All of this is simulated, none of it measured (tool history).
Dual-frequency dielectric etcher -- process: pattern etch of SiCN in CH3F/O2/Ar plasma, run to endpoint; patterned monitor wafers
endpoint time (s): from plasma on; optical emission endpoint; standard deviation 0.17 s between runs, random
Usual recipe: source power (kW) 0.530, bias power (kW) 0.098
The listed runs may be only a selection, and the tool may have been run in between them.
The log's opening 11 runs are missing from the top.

run,hour,source power (kW),bias power (kW),"incoming incoming film thickness, nm",endpoint time (s)
12,157.5,0.530,0.098,9.93,21.9
13,169.0,0.530,0.098,9.93,22.1
14,183.0,0.460,0.098,10.03,23.2
15,199.1,0.530,0.098,9.92,21.9
16,214.1,0.530,0.098,9.93,21.8
17,229.8,0.650,0.098,9.94,20.5
18,239.7,0.530,0.098,10.07,22.2
19,256.5,0.530,0.098,9.99,21.9
# hour 279.1: bias power generator calibrated
# hour 294.0: wet clean of the chamber
20,294.5,0.530,0.109,10.04,23.8
21,294.8,0.470,0.091,9.94,25.6
22,295.1,0.410,0.087,9.97,27.0

Run 23 comes next. What will it give?
23,303.8,0.530,0.091,10.00,?

endpoint time (s): 25.1
Had the tool carried no hidden state, the very same run would have given endpoint time (s) 23.4.
